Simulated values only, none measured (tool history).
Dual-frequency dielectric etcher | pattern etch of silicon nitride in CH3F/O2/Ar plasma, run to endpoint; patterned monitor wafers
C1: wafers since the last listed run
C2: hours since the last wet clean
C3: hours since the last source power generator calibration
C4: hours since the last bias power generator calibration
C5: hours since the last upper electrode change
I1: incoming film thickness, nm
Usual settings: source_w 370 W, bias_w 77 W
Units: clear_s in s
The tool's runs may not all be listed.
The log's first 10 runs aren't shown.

Run 11, hour 477.1: usual settings; C1 286; C2 412.8; C3 3112.1; C4 4405.0; C5 2735.7; I1 35.44. Result: clear_s 49.6 s.
Run 12, hour 542.9: usual settings; C1 384; C2 478.6; C3 3177.9; C4 4470.8; C5 2801.5; I1 35.38. Result: clear_s 48.3 s.
At hour 568.7: upper electrode replaced, of another model than before.
At hour 586.1: bias power generator calibrated.
Run 13, hour 611.5: usual settings; C1 237; C2 547.2; C3 3246.5; C4 25.4; C5 42.8; I1 35.44. Result: clear_s 48.9 s.
At hour 697.2: wet clean of the chamber.
Run 14, hour 697.7: usual settings but source_w 350 W, bias_w 63 W; C1 363; C2 0.5; C3 3332.7; C4 111.6; C5 129.0; I1 35.29. Result: clear_s 54.0 s.
Run 15, hour 719.4: usual settings but source_w 350 W, bias_w 63 W; C1 126; C2 22.2; C3 3354.4; C4 133.3; C5 150.7; I1 35.27. Result: clear_s 53.0 s.
Run 16, hour 744.5: usual settings but source_w 350 W, bias_w 63 W; C1 146; C2 47.3; C3 3379.5; C4 158.4; C5 175.8; I1 35.27. Result: clear_s 53.2 s.
Run 17, hour 775.6: usual settings but source_w 330 W; C1 181; C2 78.4; C3 3410.6; C4 189.5; C5 206.9; I1 35.41. Result: clear_s 50.9 s.
Run 18, hour 844.0: usual settings but source_w 430 W, bias_w 68 W; C1 400; C2 146.8; C3 3479.0; C4 257.9; C5 275.3; I1 35.62. Result: clear_s 51.3 s.
Run 19, hour 881.5: usual settings but source_w 420 W, bias_w 83 W; C1 219; C2 184.3; C3 3516.5; C4 295.4; C5 312.8; I1 35.50. Result: clear_s 48.6 s.
Run 20, hour 908.4: usual settings but source_w 410 W, bias_w 68 W; C1 157; C2 211.2; C3 3543.4; C4 322.3; C5 339.7; I1 35.30. Result: clear_s 49.9 s.
Run 21, hour 933.2: usual settings but source_w 330 W, bias_w 92 W; C1 145; C2 236.0; C3 3568.2; C4 347.1; C5 364.5; I1 35.82. Result: clear_s 49.2 s.
At hour 958.8: source power generator calibrated.
Run 22, hour 989.7: usual settings; C1 307; C2 292.5; C3 30.9; C4 403.6; C5 421.0; I1 35.51. Result: clear_s 50.0 s.
Run 23, hour 1039.4: usual settings; C1 290; C2 342.2; C3 80.6; C4 453.3; C5 470.7; I1 35.21. Result: clear_s 49.4 s.
Run 24, hour 1075.4: usual settings but source_w 420 W, bias_w 66 W; C1 210; C2 378.2; C3 116.6; C4 489.3; C5 506.7; I1 35.22. Result: clear_s 50.0 s.
Run 25, hour 1109.9: usual settings; C1 201; C2 412.7; C3 151.1; C4 523.8; C5 541.2; I1 35.07. Result: clear_s 48.8 s.
Run 26, hour 1158.1: usual settings but source_w 330 W, bias_w 90 W; C1 282; C2 460.9; C3 199.3; C4 572.0; C5 589.4; I1 34.93. Result: clear_s 47.3 s.
Run 27, hour 1196.7: usual settings but source_w 390 W, bias_w 64 W; C1 225; C2 499.5; C3 237.9; C4 610.6; C5 628.0; I1 35.38. Result: clear_s 50.1 s.
At hour 1238.0: wet clean of the chamber.
Run 28, hour 1258.1: usual settings but bias_w 71 W; C1 218; C2 20.1; C3 299.3; C4 672.0; C5 689.4; I1 35.48. Result: clear_s 51.9 s.
Run 29, hour 1327.2: usual settings but source_w 320 W, bias_w 59 W; C1 404; C2 89.2; C3 368.4; C4 741.1; C5 758.5; I1 35.06. Result: clear_s 53.7 s.
Run 30, hour 1537.8: usual settings but source_w 390 W, bias_w 64 W; C1 1232; C2 299.8; C3 579.0; C4 951.7; C5 969.1; I1 35.13. Result: clear_s 51.3 s.
Run 31, hour 1570.3: usual settings but source_w 300 W; C1 190; C2 332.3; C3 611.5; C4 984.2; C5 1001.6; I1 35.26. Result: clear_s 50.2 s.
Run 32, hour 1627.1: usual settings but source_w 430 W, bias_w 63 W; C1 332; C2 389.1; C3 668.3; C4 1041.0; C5 1058.4; I1 35.31. Result: clear_s 50.9 s.
Run 33, hour 1670.5: usual settings but source_w 410 W, bias_w 61 W; C1 253; C2 432.5; C3 711.7; C4 1084.4; C5 1101.8; I1 35.20. Result: clear_s 50.9 s.

Forecast each of these 5 alternatives for the next run:
Run A, hour 1670.9: usual settings; C1 2; C2 432.9; C3 712.1; C4 1084.8; C5 1102.2; I1 35.10. Result: clear_s ?.
Run B, hour 1670.9: usual settings but source_w 440 W; C1 2; C2 432.9; C3 712.1; C4 1084.8; C5 1102.2; I1 35.10. Result: clear_s ?.
Run C, hour 1670.9: usual settings but source_w 420 W, bias_w 84 W; C1 2; C2 432.9; C3 712.1; C4 1084.8; C5 1102.2; I1 35.10. Result: clear_s ?.
Run D, hour 1670.9: usual settings but source_w 320 W; C1 2; C2 432.9; C3 712.1; C4 1084.8; C5 1102.2; I1 35.10. Result: clear_s ?.
Run E, hour 1670.9: usual settings but bias_w 87 W; C1 2; C2 432.9; C3 712.1; C4 1084.8; C5 1102.2; I1 35.10. Result: clear_s ?.

run  clear_s
  A     49.4
  B     48.2
  C     47.6
  D     50.3
  E     48.0
Without the tool's hidden state the same runs would have given:
run  clear_s
  A     51.0
  B     49.8
  C     49.2
  D     52.0
  E     49.6

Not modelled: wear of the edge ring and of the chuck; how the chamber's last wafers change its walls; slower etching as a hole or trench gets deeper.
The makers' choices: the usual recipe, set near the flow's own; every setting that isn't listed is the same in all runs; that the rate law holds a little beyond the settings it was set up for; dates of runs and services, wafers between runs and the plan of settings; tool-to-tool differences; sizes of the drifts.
